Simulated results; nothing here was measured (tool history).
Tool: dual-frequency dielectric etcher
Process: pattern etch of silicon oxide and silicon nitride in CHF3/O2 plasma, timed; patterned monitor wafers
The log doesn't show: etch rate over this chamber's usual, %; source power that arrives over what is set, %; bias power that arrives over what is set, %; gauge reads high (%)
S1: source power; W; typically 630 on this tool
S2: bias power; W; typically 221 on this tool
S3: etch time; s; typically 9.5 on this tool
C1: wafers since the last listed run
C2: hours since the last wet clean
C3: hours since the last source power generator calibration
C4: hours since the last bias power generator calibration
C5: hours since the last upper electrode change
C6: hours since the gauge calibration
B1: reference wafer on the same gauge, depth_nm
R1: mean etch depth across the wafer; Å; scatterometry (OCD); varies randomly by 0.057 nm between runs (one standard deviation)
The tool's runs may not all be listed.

run   hour   S1   S2    S3   C1     C2      C3      C4      C5     C6     B1     R1
  1      0  700  221   9.5    0  316.6  1974.4  3473.4  4341.2  112.7     14  162.4
  2     18  700  221   9.5  435  334.6  1992.4  3491.4  4359.2  130.7  14.01  160.9
  3   30.4  700  221   9.5  300    347  2004.8  3503.8  4371.6  143.1  13.99  162.4
  4   62.6  550  178   9.5  779  379.2    2037    3536  4403.8  175.3     14  130.9
  5     79  630  221   9.5  396  395.6  2053.4  3552.4  4420.2  191.7     14  152.8
      93.4  -- gauge calibrated
       100  -- source power generator calibrated
  6  104.6  630  221   9.5  522  421.2     4.6    3578  4445.8   11.2     14  152.9
     129.2  -- upper electrode replaced
  7  129.7  630  221   9.5   26  446.3    29.7  3603.1     0.5   36.3     14  152.3
  8  134.8  560  166   8.5  123  451.4    34.8  3608.2     5.6   41.4     14    113
     141.5  -- bias power generator calibrated
  9  152.6  630  221   9.5  333  469.2    52.6    11.1    23.4   59.2  14.01  152.2
     181.4  -- wet clean of the chamber
 10  181.9  630  221    12  128    0.5    81.9    40.4    52.7   88.5     14  201.1
 11  202.5  630  221   9.5  498   21.1   102.5      61    73.3  109.1     14  157.2
 12    215  770  190   9.5  302   33.6     115    73.5    85.8  121.6     14  161.7
 13  243.9  470  237  11.5  699   62.5   143.9   102.4   114.7  150.5  14.01  171.1
 14  268.7  720  221   9.5  600   87.3   168.7   127.2   139.5  175.3     14  167.1

Per-run results on a tool with no hidden state, each run keeping its own random variation:
run     R1
  1  166.9
  2  165.6
  3  167.4
  4  135.3
  5  158.2
  6  158.7
  7  158.4
  8  117.6
  9  158.6
 10  201.2
 11  157.5
 12  162.2
 13  172.2
 14  168.5
